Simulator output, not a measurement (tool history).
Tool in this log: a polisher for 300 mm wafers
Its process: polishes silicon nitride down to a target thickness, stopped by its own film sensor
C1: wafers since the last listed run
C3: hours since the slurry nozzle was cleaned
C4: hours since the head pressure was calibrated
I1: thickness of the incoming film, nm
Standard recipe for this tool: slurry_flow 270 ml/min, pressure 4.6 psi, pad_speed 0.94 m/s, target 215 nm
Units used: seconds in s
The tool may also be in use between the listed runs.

{"run": 1, "day": 0.0, "slurry_flow": 270, "pressure": 4.6, "pad_speed": 0.94, "target": 215, "C1": 0, "wafers polished on this pad": 473, "C3": 437.4, "C4": 14.8, "I1": 420.6, "seconds": 76.8}
{"day": 0.058, "done": "slurry nozzle cleaned"}
{"run": 2, "day": 2.992, "slurry_flow": 270, "pressure": 4.6, "pad_speed": 0.94, "target": 215, "C1": 800, "wafers polished on this pad": 1273, "C3": 70.4, "C4": 86.6, "I1": 421.7, "seconds": 77.3}
{"run": 3, "day": 5.071, "slurry_flow": 270, "pressure": 4.6, "pad_speed": 0.94, "target": 215, "C1": 564, "wafers polished on this pad": 1838, "C3": 120.3, "C4": 136.5, "I1": 412.5, "seconds": 72.8}
{"run": 4, "day": 7.696, "slurry_flow": 215, "pressure": 4.6, "pad_speed": 0.94, "target": 215, "C1": 712, "wafers polished on this pad": 2550, "C3": 183.3, "C4": 199.5, "I1": 415.7, "seconds": 77.2}
{"day": 10.138, "done": "worn pad replaced by a new one"}
{"run": 5, "day": 10.508, "slurry_flow": 215, "pressure": 4.6, "pad_speed": 0.94, "target": 215, "C1": 718, "wafers polished on this pad": 100, "C3": 250.8, "C4": 267.0, "I1": 419.0, "seconds": 77.3}
{"run": 6, "day": 11.842, "slurry_flow": 240, "pressure": 4.6, "pad_speed": 0.94, "target": 215, "C1": 361, "wafers polished on this pad": 462, "C3": 282.8, "C4": 299.0, "I1": 423.2, "seconds": 78.4}
{"run": 7, "day": 14.35, "slurry_flow": 345, "pressure": 4.6, "pad_speed": 0.94, "target": 215, "C1": 680, "wafers polished on this pad": 1142, "C3": 343.0, "C4": 359.2, "I1": 426.4, "seconds": 77.8}
{"run": 8, "day": 15.425, "slurry_flow": 345, "pressure": 4.6, "pad_speed": 0.94, "target": 215, "C1": 291, "wafers polished on this pad": 1434, "C3": 368.8, "C4": 385.0, "I1": 424.2, "seconds": 75.6}
{"run": 9, "day": 17.858, "slurry_flow": 270, "pressure": 4.6, "pad_speed": 0.94, "target": 215, "C1": 660, "wafers polished on this pad": 2094, "C3": 427.2, "C4": 443.4, "I1": 413.2, "seconds": 74.8}
{"run": 10, "day": 19.846, "slurry_flow": 270, "pressure": 4.6, "pad_speed": 0.7, "target": 215, "C1": 539, "wafers polished on this pad": 2634, "C3": 474.9, "C4": 491.1, "I1": 423.4, "seconds": 87.2}
{"day": 20.162, "done": "slurry nozzle cleaned"}
{"run": 11, "day": 21.525, "slurry_flow": 270, "pressure": 4.6, "pad_speed": 0.7, "target": 215, "C1": 444, "wafers polished on this pad": 3078, "C3": 32.7, "C4": 531.4, "I1": 412.9, "seconds": 83.8}
{"day": 23.392, "done": "worn pad replaced by a new one"}
{"day": 23.596, "done": "head pressure recalibrated"}
{"run": 12, "day": 25.575, "slurry_flow": 270, "pressure": 3.4, "pad_speed": 1.04, "target": 215, "C1": 1031, "wafers polished on this pad": 570, "C3": 129.9, "C4": 47.5, "I1": 423.4, "seconds": 100.9}
{"run": 13, "day": 26.85, "slurry_flow": 270, "pressure": 4.6, "pad_speed": 0.94, "target": 215, "C1": 346, "wafers polished on this pad": 916, "C3": 160.5, "C4": 78.1, "I1": 414.1, "seconds": 73.9}
{"run": 14, "day": 28.104, "slurry_flow": 270, "pressure": 4.6, "pad_speed": 1.06, "target": 215, "C1": 340, "wafers polished on this pad": 1256, "C3": 190.6, "C4": 108.2, "I1": 425.6, "seconds": 74.2}
{"run": 15, "day": 31.042, "slurry_flow": 185, "pressure": 4.6, "pad_speed": 0.94, "target": 273, "C1": 797, "wafers polished on this pad": 2053, "C3": 261.1, "C4": 178.7, "I1": 417.9, "seconds": 56.7}
{"run": 16, "day": 32.325, "slurry_flow": 270, "pressure": 4.6, "pad_speed": 0.94, "target": 215, "C1": 348, "wafers polished on this pad": 2401, "C3": 291.9, "C4": 209.5, "I1": 411.5, "seconds": 72.5}
{"run": 17, "day": 33.354, "slurry_flow": 270, "pressure": 4.6, "pad_speed": 0.94, "target": 157, "C1": 279, "wafers polished on this pad": 2681, "C3": 316.6, "C4": 234.2, "I1": 422.2, "seconds": 99.6}
{"day": 36.925, "done": "worn pad replaced by a new one"}
{"run": 18, "day": 39.429, "slurry_flow": 350, "pressure": 4.6, "pad_speed": 1.18, "target": 215, "C1": 1603, "wafers polished on this pad": 679, "C3": 462.4, "C4": 380.0, "I1": 415.1, "seconds": 63.8}
{"day": 41.275, "done": "slurry nozzle cleaned"}
{"run": 19, "day": 45.683, "slurry_flow": 320, "pressure": 4.2, "pad_speed": 0.94, "target": 215, "C1": 1686, "wafers polished on this pad": 2365, "C3": 105.8, "C4": 530.1, "I1": 421.4, "seconds": 84.0}
{"day": 48.046, "done": "worn pad replaced by a new one"}
{"run": 20, "day": 48.067, "slurry_flow": 270, "pressure": 3.0, "pad_speed": 1.22, "target": 215, "C1": 601, "wafers polished on this pad": 5, "C3": 163.0, "C4": 587.3, "I1": 424.3, "seconds": 105.5}
{"day": 48.358, "done": "head pressure recalibrated"}
{"run": 21, "day": 49.796, "slurry_flow": 270, "pressure": 4.6, "pad_speed": 0.68, "target": 260, "C1": 446, "wafers polished on this pad": 451, "C3": 204.5, "C4": 34.5, "I1": 420.3, "seconds": 68.8}
{"run": 22, "day": 51.492, "slurry_flow": 270, "pressure": 4.6, "pad_speed": 0.94, "target": 215, "C1": 460, "wafers polished on this pad": 912, "C3": 245.2, "C4": 75.2, "I1": 416.8, "seconds": 75.6}
{"run": 23, "day": 53.154, "slurry_flow": 270, "pressure": 4.6, "pad_speed": 0.74, "target": 184, "C1": 451, "wafers polished on this pad": 1363, "C3": 285.1, "C4": 115.1, "I1": 422.4, "seconds": 99.7}
{"run": 24, "day": 55.154, "slurry_flow": 270, "pressure": 3.2, "pad_speed": 1.22, "target": 215, "C1": 542, "wafers polished on this pad": 1906, "C3": 333.1, "C4": 163.1, "I1": 423.4, "seconds": 97.0}
{"run": 25, "day": 57.062, "slurry_flow": 270, "pressure": 4.6, "pad_speed": 1.06, "target": 215, "C1": 517, "wafers polished on this pad": 2424, "C3": 378.9, "C4": 208.9, "I1": 421.7, "seconds": 73.2}
{"day": 58.796, "done": "slurry nozzle cleaned"}
{"day": 61.304, "done": "worn pad replaced by a new one"}
{"run": 26, "day": 63.467, "slurry_flow": 270, "pressure": 4.6, "pad_speed": 0.94, "target": 215, "C1": 1681, "wafers polished on this pad": 587, "C3": 112.1, "C4": 362.6, "I1": 418.0, "seconds": 75.7}

Run-by-run hidden state of the tool:
removal rate lost through wear of the pad, %: 0 on each run
slurry flow missing at the pad, %: 0 on each run
deviation of the head's pressure from its setpoint, %: 0 on each run
